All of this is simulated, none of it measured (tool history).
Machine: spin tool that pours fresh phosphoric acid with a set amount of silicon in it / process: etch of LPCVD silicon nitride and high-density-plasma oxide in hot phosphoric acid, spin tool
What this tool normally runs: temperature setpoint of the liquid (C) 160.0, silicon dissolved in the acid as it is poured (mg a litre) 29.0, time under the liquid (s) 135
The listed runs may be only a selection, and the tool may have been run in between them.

| run | hour | temperature setpoint of the liquid (C) | silicon dissolved in the acid as it is poured (mg a litre) | time under the liquid (s) | read-back film thickness of the LPCVD silicon nitride reference wafer, read on the same gauge (nm) | read-back film thickness of the high-density-plasma oxide reference wafer, read on the same gauge (nm) | thickness taken off the LPCVD silicon nitride on a monitor wafer (Å) | thickness taken off the high-density-plasma oxide on a monitor wafer (Å) |
|---|---|---|---|---|---|---|---|---|
| 1 | 0.0 | 160.0 | 19.0 | 135 | 49.97 | 70.035 | 128.5 | 6.00 |
| 2 | 70.4 | 160.0 | 29.0 | 135 | 49.99 | 69.952 | 127.0 | 3.90 |
| 3 | 189.2 | 160.0 | 29.0 | 135 | 49.99 | 70.023 | 125.2 | 4.36 |
| 4 | 240.7 | 160.0 | 29.0 | 135 | 50.00 | 69.960 | 126.0 | 4.27 |
| 5 | 307.1 | 160.0 | 29.0 | 135 | 50.01 | 70.005 | 127.8 | 4.01 |
| 6 | 374.7 | 160.0 | 29.0 | 135 | 50.01 | 70.024 | 129.1 | 4.68 |
| 7 | 432.7 | 163.0 | 41.5 | 135 | 50.00 | 69.996 | 140.7 | 2.87 |
|  | 484.4 | gauge calibrated |
| 8 | 486.6 | 160.0 | 29.0 | 135 | 50.03 | 69.960 | 126.4 | 3.84 |
| 9 | 518.9 | 163.0 | 17.5 | 160 | 49.95 | 70.017 | 169.3 | 8.99 |
|  | 535.8 | heated supply line repaired |
|  | 559.9 | dissolved silicon flow meter replaced |
| 10 | 564.0 | 157.5 | 29.0 | 135 | 50.01 | 70.013 | 116.5 | 3.51 |
| 11 | 601.8 | 160.0 | 29.0 | 135 | 50.00 | 70.011 | 126.4 | 5.04 |
|  | 608.7 | thermometer replaced |
| 12 | 673.6 | 161.0 | 36.5 | 90 | 49.99 | 70.015 | 87.0 | 2.19 |
| 13 | 719.5 | 160.0 | 29.0 | 185 | 50.01 | 69.997 | 173.1 | 5.49 |
| 14 | 786.6 | 158.5 | 15.5 | 100 | 50.00 | 69.978 | 90.1 | 3.84 |
| 15 | 820.2 | 160.5 | 29.0 | 135 | 50.00 | 70.022 | 130.0 | 4.02 |
| 16 | 880.9 | 158.5 | 29.0 | 135 | 49.99 | 69.957 | 122.7 | 3.20 |
| 17 | 930.0 | 161.0 | 14.5 | 135 | 50.03 | 69.967 | 132.7 | 6.84 |
| 18 | 955.5 | 163.0 | 29.0 | 175 | 49.95 | 70.013 | 183.5 | 6.12 |
| 19 | 1004.4 | 158.5 | 7.0 | 135 | 50.03 | 69.999 | 120.4 | 6.94 |
| 20 | 1066.1 | 160.0 | 9.5 | 205 | 50.01 | 69.990 | 190.7 | 10.50 |
|  | 1117.1 | heated supply line repaired |
| 21 | 1131.6 | 162.5 | 29.0 | 135 | 50.01 | 70.043 | 137.1 | 5.42 |

Forecast each of these 4 alternatives for the next run:
| A | 1132.1 | 161.5 | 29.0 | 135 | ? | ? | ? | ? |
| B | 1132.1 | 157.5 | 45.0 | 135 | ? | ? | ? | ? |
| C | 1132.1 | 157.5 | 43.5 | 210 | ? | ? | ? | ? |
| D | 1132.1 | 162.5 | 11.0 | 165 | ? | ? | ? | ? |

| run | read-back film thickness of the LPCVD silicon nitride reference wafer, read on the same gauge (nm) | read-back film thickness of the high-density-plasma oxide reference wafer, read on the same gauge (nm) | thickness taken off the LPCVD silicon nitride on a monitor wafer (Å) | thickness taken off the high-density-plasma oxide on a monitor wafer (Å) |
|---|---|---|---|---|
| A | 49.97 | 70.014 | 135.4 | 4.38 |
| B | 49.97 | 70.014 | 118.3 | 1.31 |
| C | 49.97 | 70.014 | 184.0 | 2.24 |
| D | 49.97 | 70.014 | 171.0 | 9.76 |
Take away the tool's hidden state, keep each run's random variation, and the runs would have read:
| run | thickness taken off the LPCVD silicon nitride on a monitor wafer (Å) | thickness taken off the high-density-plasma oxide on a monitor wafer (Å) |
|---|---|---|
| A | 135.4 | 4.38 |
| B | 118.3 | 1.31 |
| C | 184.0 | 2.24 |
| D | 171.0 | 9.76 |
